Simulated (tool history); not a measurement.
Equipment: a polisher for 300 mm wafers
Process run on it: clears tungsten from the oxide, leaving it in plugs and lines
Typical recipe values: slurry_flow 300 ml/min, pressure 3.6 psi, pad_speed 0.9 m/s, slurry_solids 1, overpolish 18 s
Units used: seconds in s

run,hour,slurry_flow,pressure,pad_speed,slurry_solids,overpolish,wafers since the last listed run,wafers polished on this pad,hours since the slurry nozzle was cleaned,hours since the head pressure was calibrated,hours since the slurry blender was calibrated,hours since the slurry got fresh peroxide,"incoming thickness of the incoming film, nm",seconds
1,0,300,3.6,0.9,1,18,0,264,581,489.2,162,12.5,316.2,89.5
2,16.9,300,3.6,0.9,1,18,92,357,597.9,506.1,178.9,29.4,313.2,87.6
3,25.6,300,3.6,0.9,1,18,47,404,606.6,514.8,187.6,38.1,318.7,89
4,33.3,300,3.6,0.9,1,18,42,446,614.3,522.5,195.3,45.8,318.7,90.3
5,49.8,300,3.6,0.9,1,18,90,537,630.8,539,211.8,62.3,317,89.8
6,67.5,300,3.6,0.9,1,18,96,633,648.5,556.7,229.5,80,315.3,90.8
7,83.6,300,3.6,0.9,1,18,87,721,664.6,572.8,245.6,96.1,319.7,91.8
8,96.8,300,3.6,0.9,1,18,72,793,677.8,586,258.8,109.3,315.6,89.8
# hour 101.1: slurry tank refilled with fresh slurry and peroxide
# hour 104.3: head pressure recalibrated
9,104.8,225,3.6,0.9,1,18,27,821,685.8,0.5,266.8,3.7,311.6,94.5
10,112.5,350,3.6,0.62,0.8,27,42,863,693.5,8.2,274.5,11.4,311.5,129.9
11,125.9,390,4.1,0.9,1,18,73,936,706.9,21.6,287.9,24.8,317.6,78.2
12,142.5,300,3.6,0.9,1,18,90,1026,723.5,38.2,304.5,41.4,314.2,90.5
# hour 147.6: worn pad replaced by a new one
13,151.9,300,3.6,0.9,0.85,18,29,23,732.9,47.6,313.9,50.8,317.9,93.4
# hour 162.1: slurry nozzle cleaned
14,164.7,385,2.7,1.18,0.9,18,64,87,2.6,60.4,326.7,63.6,312,79.3
15,180,405,3.6,0.9,1,18,83,171,17.9,75.7,342,78.9,312.6,80
16,191.1,300,3.6,0.9,1,18,60,232,29,86.8,353.1,90,315.9,84.1
17,200.2,300,3.6,0.9,1,18,49,281,38.1,95.9,362.2,99.1,312,83.8
# hour 217.8: slurry tank refilled with fresh slurry and peroxide
18,218.3,300,3.6,0.9,1,18,93,375,56.2,114,380.3,0.5,313,84.5
19,229.5,300,3.6,0.9,1,18,61,436,67.4,125.2,391.5,11.7,315.7,83.8
20,236.4,300,3.6,0.9,1,8,37,474,74.3,132.1,398.4,18.6,318.1,85
# hour 241.6: slurry blender recalibrated
21,252.2,335,3.6,0.9,1,23,75,549,90.1,147.9,10.6,34.4,312.6,82.8
22,258.7,300,3.6,0.9,1.1,18,35,585,96.6,154.4,17.1,40.9,315.3,83.7
23,297.6,300,4,1.08,0.85,12,212,797,135.5,193.3,56,79.8,313.8,66.1
24,310.2,300,4.6,0.74,1,18,68,866,148.1,205.9,68.6,92.4,317.4,85.5

What does the tool deliver on the next run?
25,316.8,300,3.6,0.9,1,18,36,902,154.7,212.5,75.2,99,315.6,?

seconds: 85.4 s
Had the tool carried no hidden state, the very same run would have given seconds 84.5 s.
